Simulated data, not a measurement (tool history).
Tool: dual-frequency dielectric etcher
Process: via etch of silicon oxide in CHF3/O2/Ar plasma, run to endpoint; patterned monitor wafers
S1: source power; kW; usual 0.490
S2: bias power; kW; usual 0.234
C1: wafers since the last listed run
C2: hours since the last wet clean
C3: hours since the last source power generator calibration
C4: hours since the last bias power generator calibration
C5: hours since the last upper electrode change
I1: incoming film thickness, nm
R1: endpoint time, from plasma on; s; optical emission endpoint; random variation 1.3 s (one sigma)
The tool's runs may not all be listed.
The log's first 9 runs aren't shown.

run    hour     S1     S2    C1     C2      C3      C4      C5     I1     R1
 10   645.6  0.490  0.234   465  576.6  1082.3  3131.8  2199.8  609.9  277.9
 11   748.6  0.490  0.234   632  679.6  1185.3  3234.8  2302.8  608.4  279.8
 12   798.4  0.400  0.288   305  729.4  1235.1  3284.6  2352.6  605.1  284.0
      863.5  -- upper electrode replaced
 13   887.4  0.440  0.249   399  818.4  1324.1  3373.6    23.9  609.5  291.2
      943.8  -- bias power generator calibrated
      977.0  -- wet clean of the chamber
 14  1146.5  0.490  0.234  1419  169.5  1583.2   202.7   283.0  605.6  269.4
 15  1242.1  0.420  0.201   587  265.1  1678.8   298.3   378.6  605.6  326.3
 16  1339.9  0.490  0.291   600  362.9  1776.6   396.1   476.4  608.6  244.6
 17  1424.0  0.490  0.234   516  447.0  1860.7   480.2   560.5  610.5  277.4
 18  1471.3  0.440  0.207   290  494.3  1908.0   527.5   607.8  604.0  314.4
 19  1515.8  0.570  0.234   273  538.8  1952.5   572.0   652.3  606.1  252.5
 20  1588.0  0.450  0.208   443  611.0  2024.7   644.2   724.5  608.2  314.7
 21  1694.6  0.490  0.279   654  717.6  2131.3   750.8   831.1  603.6  251.0
 22  1789.2  0.490  0.291   581  812.2  2225.9   845.4   925.7  604.2  248.8
 23  1831.3  0.490  0.203   258  854.3  2268.0   887.5   967.8  608.6  306.9
     1933.2  -- wet clean of the chamber
 24  1937.1  0.400  0.206   502    3.9  2373.8   993.3  1073.6  602.9  328.8
 25  2041.7  0.490  0.234   642  108.5  2478.4  1097.9  1178.2  604.3  270.1
 26  2104.0  0.570  0.286   382  170.8  2540.7  1160.2  1240.5  608.2  225.6
 27  2210.2  0.490  0.234   652  277.0  2646.9  1266.4  1346.7  602.3  271.2
     2220.1  -- source power generator calibrated
 28  2280.9  0.490  0.234   409  347.7    60.8  1337.1  1417.4  605.0  275.1
 29  2490.7  0.560  0.204  1288  557.5   270.6  1546.9  1627.2  610.8  276.2
 30  2582.0  0.490  0.234   560  648.8   361.9  1638.2  1718.5  602.4  278.2
 31  2685.0  0.490  0.234   632  751.8   464.9  1741.2  1821.5  603.4  280.5
 32  2721.7  0.610  0.285   225  788.5   501.6  1777.9  1858.2  608.4  224.7
     2796.1  -- wet clean of the chamber
 33  3030.4  0.590  0.263  1748  234.3   810.3  2086.6  2166.9  607.4  228.7
 34  3131.9  0.460  0.234   623  335.8   911.8  2188.1  2268.4  601.6  280.6

5 ways to go on from here, each from the tool as it stands after run 34. What would each give?
  A  3132.4  0.490  0.234   3  336.3  912.3  2188.6  2268.9  604.3   ?
  B  3132.4  0.590  0.265   3  336.3  912.3  2188.6  2268.9  604.3   ?
  C  3132.4  0.400  0.283   3  336.3  912.3  2188.6  2268.9  604.3   ?
  D  3132.4  0.460  0.198   3  336.3  912.3  2188.6  2268.9  604.3   ?
  E  3132.4  0.590  0.267   3  336.3  912.3  2188.6  2268.9  604.3   ?

run     R1
  A  271.4
  B  228.9
  C  279.3
  D  309.0
  E  228.1
Without the tool's hidden state the same runs would have given:
run     R1
  A  267.9
  B  226.0
  C  275.7
  D  305.0
  E  225.1

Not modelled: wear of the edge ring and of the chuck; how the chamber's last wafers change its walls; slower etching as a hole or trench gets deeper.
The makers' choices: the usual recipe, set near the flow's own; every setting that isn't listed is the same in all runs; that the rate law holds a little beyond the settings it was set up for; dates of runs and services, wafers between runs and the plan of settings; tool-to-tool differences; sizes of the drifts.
